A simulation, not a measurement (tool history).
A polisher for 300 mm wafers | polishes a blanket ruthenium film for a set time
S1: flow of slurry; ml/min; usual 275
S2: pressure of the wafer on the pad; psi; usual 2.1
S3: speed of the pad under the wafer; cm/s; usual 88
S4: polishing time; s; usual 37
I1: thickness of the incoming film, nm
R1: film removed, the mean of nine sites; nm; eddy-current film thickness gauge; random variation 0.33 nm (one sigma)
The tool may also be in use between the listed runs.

Run 1, hour 0.0: usual settings but S4 30 s; I1 251.2. Result: R1 25.8 nm.
Run 2, hour 45.3: usual settings but S4 30 s; I1 249.1. Result: R1 25.9 nm.
Run 3, hour 110.6: usual settings but S4 30 s; I1 248.4. Result: R1 25.7 nm.
Run 4, hour 148.6: usual settings; I1 249.8. Result: R1 32.0 nm.
Run 5, hour 184.3: usual settings; I1 250.9. Result: R1 32.1 nm.
Run 6, hour 239.7: usual settings but S3 74 cm/s; I1 247.1. Result: R1 28.6 nm.
Run 7, hour 283.8: usual settings but S3 102 cm/s; I1 252.7. Result: R1 36.3 nm.
Run 8, hour 318.7: usual settings but S3 102 cm/s; I1 251.1. Result: R1 36.6 nm.
Run 9, hour 387.3: usual settings but S3 102 cm/s; I1 249.2. Result: R1 36.8 nm.
Run 10, hour 438.6: usual settings but S2 2.4 psi; I1 244.8. Result: R1 36.8 nm.
Run 11, hour 486.6: usual settings but S2 2.4 psi; I1 250.2. Result: R1 36.7 nm.
Run 12, hour 517.6: usual settings but S1 345 ml/min; I1 247.2. Result: R1 32.8 nm.
Run 13, hour 542.4: usual settings but S1 345 ml/min; I1 254.8. Result: R1 33.1 nm.
Run 14, hour 604.0: usual settings but S1 345 ml/min; I1 250.6. Result: R1 34.0 nm.
Run 15, hour 662.2: usual settings; I1 250.1. Result: R1 33.7 nm.
Run 16, hour 696.8: usual settings; I1 247.8. Result: R1 33.2 nm.
Run 17, hour 754.7: usual settings; I1 244.3. Result: R1 33.9 nm.
Run 18, hour 787.8: usual settings; I1 248.8. Result: R1 34.3 nm.
Run 19, hour 849.0: usual settings; I1 253.6. Result: R1 32.1 nm.
Run 20, hour 880.1: usual settings but S3 116 cm/s; I1 247.2. Result: R1 40.2 nm.
Run 21, hour 916.5: usual settings but S1 340 ml/min; I1 247.8. Result: R1 32.5 nm.
Run 22, hour 951.6: usual settings but S3 60 cm/s, S4 47 s; I1 247.9. Result: R1 30.3 nm.
Run 23, hour 976.4: usual settings but S1 230 ml/min, S3 66 cm/s; I1 247.4. Result: R1 25.9 nm.
Run 24, hour 1047.1: usual settings but S1 210 ml/min, S2 2.7 psi; I1 248.8. Result: R1 40.9 nm.
Run 25, hour 1101.3: usual settings but S1 335 ml/min, S2 1.4 psi, S3 108 cm/s, S4 32 s; I1 254.2. Result: R1 23.0 nm.
Run 26, hour 1142.0: usual settings; I1 252.1. Result: R1 32.4 nm.
Run 27, hour 1176.1: usual settings but S2 2.8 psi, S3 106 cm/s, S4 45 s; I1 245.4. Result: R1 60.7 nm.
Run 28, hour 1241.2: usual settings but S3 110 cm/s; I1 246.0. Result: R1 38.4 nm.
Run 29, hour 1266.1: usual settings but S2 2.7 psi; I1 248.0. Result: R1 40.8 nm.
Run 30, hour 1314.8: usual settings; I1 251.4. Result: R1 32.9 nm.
Run 31, hour 1351.9: usual settings; I1 248.5. Result: R1 32.7 nm.
Run 32, hour 1377.9: usual settings; I1 252.0. Result: R1 32.4 nm.
Run 33, hour 1416.7: usual settings but S3 110 cm/s; I1 249.9. Result: R1 39.7 nm.
Run 34, hour 1459.3: usual settings but S3 100 cm/s; I1 248.9. Result: R1 37.5 nm.
Run 35, hour 1527.5: usual settings but S1 205 ml/min, S4 49 s; I1 245.0. Result: R1 43.0 nm.

Taken out of this log: 8 entries between the listed runs. Where each belongs, and how the hidden state differs across it:
Between runs 5 and 6: worn pad replaced by a new one (hour 230.8)
  deviation of the head's pressure from its setpoint, %: 0.724 -> 0.99
  measured less the result without the state, R1: +0.2 -> +0.3 nm
Between runs 11 and 12: slurry nozzle cleaned (hour 494.8); worn pad replaced by a new one (hour 494.9)
  deviation of the head's pressure from its setpoint, %: 2.85 -> 3.16
  measured less the result without the state, R1: +1.0 -> +1.0 nm
Between runs 18 and 19: worn pad replaced by a new one (hour 795.1); head pressure recalibrated (hour 824.2)
  deviation of the head's pressure from its setpoint, %: 6.6 -> 0.452
  measured less the result without the state, R1: +2.0 -> +0.1 nm
Between runs 24 and 25: slurry nozzle cleaned (hour 1056.1); worn pad replaced by a new one (hour 1100.8)
  deviation of the head's pressure from its setpoint, %: 0.892 -> 1.14
  measured less the result without the state, R1: +0.3 -> +0.3 nm
Between runs 33 and 34: worn pad replaced by a new one (hour 1426.2)
  deviation of the head's pressure from its setpoint, %: 3.6 -> 4.07
  measured less the result without the state, R1: +1.3 -> +1.4 nm
